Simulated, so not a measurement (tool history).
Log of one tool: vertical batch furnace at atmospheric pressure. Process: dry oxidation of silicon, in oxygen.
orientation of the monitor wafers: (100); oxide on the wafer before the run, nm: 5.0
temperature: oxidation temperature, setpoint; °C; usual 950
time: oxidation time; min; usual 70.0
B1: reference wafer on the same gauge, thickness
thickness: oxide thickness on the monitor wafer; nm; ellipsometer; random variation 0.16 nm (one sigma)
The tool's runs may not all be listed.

{"run": 1, "hour": 0.0, "temperature": 943, "time": 70.0, "B1": 32.31, "thickness": 35.23}
{"run": 2, "hour": 51.9, "temperature": 966, "time": 70.0, "B1": 32.29, "thickness": 43.18}
{"run": 3, "hour": 153.8, "temperature": 966, "time": 70.0, "B1": 32.3, "thickness": 42.76}
{"run": 4, "hour": 231.2, "temperature": 950, "time": 70.0, "B1": 32.31, "thickness": 37.45}
{"run": 5, "hour": 324.2, "temperature": 950, "time": 70.0, "B1": 32.27, "thickness": 37.28}
{"run": 6, "hour": 398.7, "temperature": 950, "time": 70.0, "B1": 32.29, "thickness": 37.04}
{"run": 7, "hour": 449.1, "temperature": 950, "time": 70.0, "B1": 32.32, "thickness": 37.18}
{"hour": 491.4, "done": "thermocouples replaced and temperature profile calibrated"}
{"run": 8, "hour": 531.7, "temperature": 950, "time": 70.0, "B1": 32.3, "thickness": 36.73}
{"run": 9, "hour": 608.1, "temperature": 950, "time": 70.0, "B1": 32.28, "thickness": 36.79}
{"run": 10, "hour": 679.9, "temperature": 950, "time": 70.0, "B1": 32.29, "thickness": 36.79}
{"run": 11, "hour": 770.1, "temperature": 950, "time": 70.0, "B1": 32.3, "thickness": 36.63}
{"hour": 843.2, "done": "gauge calibrated"}
{"run": 12, "hour": 877.3, "temperature": 950, "time": 49.0, "B1": 32.3, "thickness": 29.45}
{"run": 13, "hour": 958.2, "temperature": 950, "time": 49.0, "B1": 32.26, "thickness": 29.5}
{"run": 14, "hour": 1015.3, "temperature": 950, "time": 70.0, "B1": 32.3, "thickness": 37.09}
{"run": 15, "hour": 1088.8, "temperature": 950, "time": 47.5, "B1": 32.3, "thickness": 29.05}
{"run": 16, "hour": 1132.1, "temperature": 950, "time": 70.0, "B1": 32.33, "thickness": 36.69}
{"run": 17, "hour": 1209.8, "temperature": 950, "time": 54.0, "B1": 32.31, "thickness": 31.0}
{"run": 18, "hour": 1533.8, "temperature": 950, "time": 70.0, "B1": 32.3, "thickness": 36.59}
{"run": 19, "hour": 1589.5, "temperature": 950, "time": 54.0, "B1": 32.32, "thickness": 31.43}
{"run": 20, "hour": 1665.2, "temperature": 950, "time": 84.5, "B1": 32.28, "thickness": 41.62}
{"run": 21, "hour": 1717.3, "temperature": 968, "time": 97.0, "B1": 32.29, "thickness": 53.59}
{"run": 22, "hour": 1800.6, "temperature": 950, "time": 70.0, "B1": 32.28, "thickness": 36.83}
{"run": 23, "hour": 1838.4, "temperature": 928, "time": 57.5, "B1": 32.32, "thickness": 26.54}
{"run": 24, "hour": 1915.3, "temperature": 950, "time": 70.0, "B1": 32.29, "thickness": 36.81}
{"run": 25, "hour": 2011.9, "temperature": 960, "time": 90.5, "B1": 32.26, "thickness": 47.86}
{"run": 26, "hour": 2089.5, "temperature": 950, "time": 70.0, "B1": 32.28, "thickness": 37.02}
{"run": 27, "hour": 2154.6, "temperature": 963, "time": 86.5, "B1": 32.3, "thickness": 47.47}

Run 28 comes next. What will it give?
{"run": 28, "hour": 2192.7, "temperature": 950, "time": 70.0, "B1": "?", "thickness": "?"}

B1: 32.31
thickness: 36.88 nm
Without the tool's hidden state the same run would have given thickness 37.85 nm.
